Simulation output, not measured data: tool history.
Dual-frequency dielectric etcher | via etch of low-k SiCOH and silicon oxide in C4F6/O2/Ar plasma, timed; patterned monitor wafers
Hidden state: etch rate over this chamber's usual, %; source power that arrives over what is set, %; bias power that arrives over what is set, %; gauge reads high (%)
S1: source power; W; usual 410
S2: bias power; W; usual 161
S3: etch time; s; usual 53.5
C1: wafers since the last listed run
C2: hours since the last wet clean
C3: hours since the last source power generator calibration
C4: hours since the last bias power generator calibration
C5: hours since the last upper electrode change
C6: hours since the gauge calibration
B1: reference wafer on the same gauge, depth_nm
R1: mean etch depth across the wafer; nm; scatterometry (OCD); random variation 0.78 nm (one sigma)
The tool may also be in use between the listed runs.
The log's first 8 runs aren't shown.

{"run": 9, "hour": 242.9, "S1": 410, "S2": 161, "S3": 53.5, "C1": 382, "C2": 404.5, "C3": 2942.7, "C4": 3620, "C5": 5020.9, "C6": 887.1, "B1": 133.1, "R1": 161.9}
{"hour": 273.3, "done": "upper electrode replaced"}
{"run": 10, "hour": 273.8, "S1": 410, "S2": 142, "S3": 63, "C1": 74, "C2": 435.4, "C3": 2973.6, "C4": 3650.9, "C5": 0.5, "C6": 918, "B1": 133.1, "R1": 184.7}
{"hour": 302.3, "done": "wet clean of the chamber"}
{"run": 11, "hour": 302.8, "S1": 410, "S2": 142, "S3": 63, "C1": 53, "C2": 0.5, "C3": 3002.6, "C4": 3679.9, "C5": 29.5, "C6": 947, "B1": 133, "R1": 184.8}
{"run": 12, "hour": 303.1, "S1": 410, "S2": 161, "S3": 48, "C1": 3, "C2": 0.8, "C3": 3002.9, "C4": 3680.2, "C5": 29.8, "C6": 947.3, "B1": 133.1, "R1": 144.9}
{"run": 13, "hour": 402.6, "S1": 410, "S2": 161, "S3": 46, "C1": 1069, "C2": 100.3, "C3": 3102.4, "C4": 3779.7, "C5": 129.3, "C6": 1046.8, "B1": 133, "R1": 138.1}
{"run": 14, "hour": 421.6, "S1": 410, "S2": 161, "S3": 58, "C1": 204, "C2": 119.3, "C3": 3121.4, "C4": 3798.7, "C5": 148.3, "C6": 1065.8, "B1": 132.9, "R1": 175.2}
{"hour": 430.0, "done": "bias power generator calibrated"}
{"run": 15, "hour": 445.1, "S1": 410, "S2": 176, "S3": 53.5, "C1": 209, "C2": 142.8, "C3": 3144.9, "C4": 15.1, "C5": 171.8, "C6": 1089.3, "B1": 133, "R1": 166}
{"run": 16, "hour": 468.7, "S1": 410, "S2": 161, "S3": 46, "C1": 253, "C2": 166.4, "C3": 3168.5, "C4": 38.7, "C5": 195.4, "C6": 1112.9, "B1": 133.1, "R1": 138.7}
{"hour": 477.7, "done": "gauge calibrated"}
{"run": 17, "hour": 559.7, "S1": 410, "S2": 201, "S3": 53.5, "C1": 977, "C2": 257.4, "C3": 3259.5, "C4": 129.7, "C5": 286.4, "C6": 82, "B1": 133, "R1": 170.3}
{"run": 18, "hour": 593.8, "S1": 410, "S2": 161, "S3": 53.5, "C1": 366, "C2": 291.5, "C3": 3293.6, "C4": 163.8, "C5": 320.5, "C6": 116.1, "B1": 133, "R1": 161.8}

Run 19 comes next. What will it give?
{"run": 19, "hour": 621.3, "S1": 410, "S2": 142, "S3": 53.5, "C1": 295, "C2": 319, "C3": 3321.1, "C4": 191.3, "C5": 348, "C6": 143.6, "B1": "?", "R1": "?"}

B1: 132.9
R1: 155.8 nm
Without the tool's hidden state the same run would have given R1 155.8 nm.
